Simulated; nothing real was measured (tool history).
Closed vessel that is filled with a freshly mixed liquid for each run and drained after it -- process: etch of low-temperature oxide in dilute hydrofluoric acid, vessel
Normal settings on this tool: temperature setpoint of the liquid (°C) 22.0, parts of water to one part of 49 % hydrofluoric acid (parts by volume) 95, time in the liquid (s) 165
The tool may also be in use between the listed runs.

run,day,temperature setpoint of the liquid (°C),parts of water to one part of 49 % hydrofluoric acid (parts by volume),time in the liquid (s),wafers since the last listed run,hours since the thermometer was replaced,hours since the hydrofluoric acid flow meter was replaced,hours since the gauge calibration,"read-back film thickness of the low-temperature oxide reference wafer, read on the same gauge (nm)",thickness taken off the low-temperature oxide on a monitor wafer (angstrom)
1,0.000,22.0,95,115,0,0.6,1254.6,632.9,90.02,182.6
2,2.612,22.0,95,165,8486,63.3,1317.3,695.6,89.98,265.7
3,7.108,23.0,110,165,14603,171.2,1425.2,803.5,90.01,234.0
4,19.212,23.0,110,165,39317,461.7,1715.7,1094.0,89.98,242.5
5,21.958,23.0,110,165,8919,527.6,1781.6,1159.9,89.99,244.9
6,24.521,22.0,95,165,8323,589.1,1843.1,1221.4,89.98,280.3
7,26.804,22.0,95,165,7416,643.9,1897.9,1276.2,90.00,281.6
8,35.346,22.0,95,135,27745,848.9,2102.9,1481.2,89.98,232.6
9,39.467,22.0,95,165,13385,947.8,2201.8,1580.1,90.00,288.2
10,41.046,22.0,95,135,5129,985.7,2239.7,1618.0,89.99,237.3
11,42.654,19.5,55,210,5224,1024.3,2278.3,1656.6,89.99,598.4
12,45.092,27.0,125,225,7917,1082.8,2336.8,1715.1,89.99,353.3
# day 47.842: thermometer replaced
13,48.775,23.0,110,165,11829,22.4,2425.2,1803.5,89.99,252.7
# day 50.117: gauge calibrated
14,52.229,25.0,95,165,11220,105.3,2508.1,50.7,90.02,319.5
# day 52.546: hydrofluoric acid flow meter replaced
15,54.029,22.0,95,165,5711,148.5,35.6,93.9,89.99,248.3
16,55.533,20.0,135,245,4885,184.6,71.7,130.0,90.00,232.8
17,60.412,25.0,95,165,15848,301.7,188.8,247.1,89.99,286.0
18,63.738,22.0,135,165,10800,381.5,268.6,326.9,89.99,172.6
19,67.946,24.0,115,250,13669,482.5,369.6,427.9,89.97,344.6

Here are 4 independent what-if runs from the current tool condition. What would each one return?
A,67.975,22.0,95,165,94,483.2,370.3,428.6,?,?
B,67.975,22.0,50,165,94,483.2,370.3,428.6,?,?
C,67.975,25.5,135,200,94,483.2,370.3,428.6,?,?
D,67.975,22.0,130,105,94,483.2,370.3,428.6,?,?

run,"read-back film thickness of the low-temperature oxide reference wafer, read on the same gauge (nm)",thickness taken off the low-temperature oxide on a monitor wafer (angstrom)
A,90.00,259.1
B,90.00,520.1
C,90.00,241.5
D,90.00,115.7
With the hidden condition removed and each run's random variation left untouched, the same runs would have given:
run,thickness taken off the low-temperature oxide on a monitor wafer (angstrom)
A,243.9
B,489.6
C,227.6
D,108.9
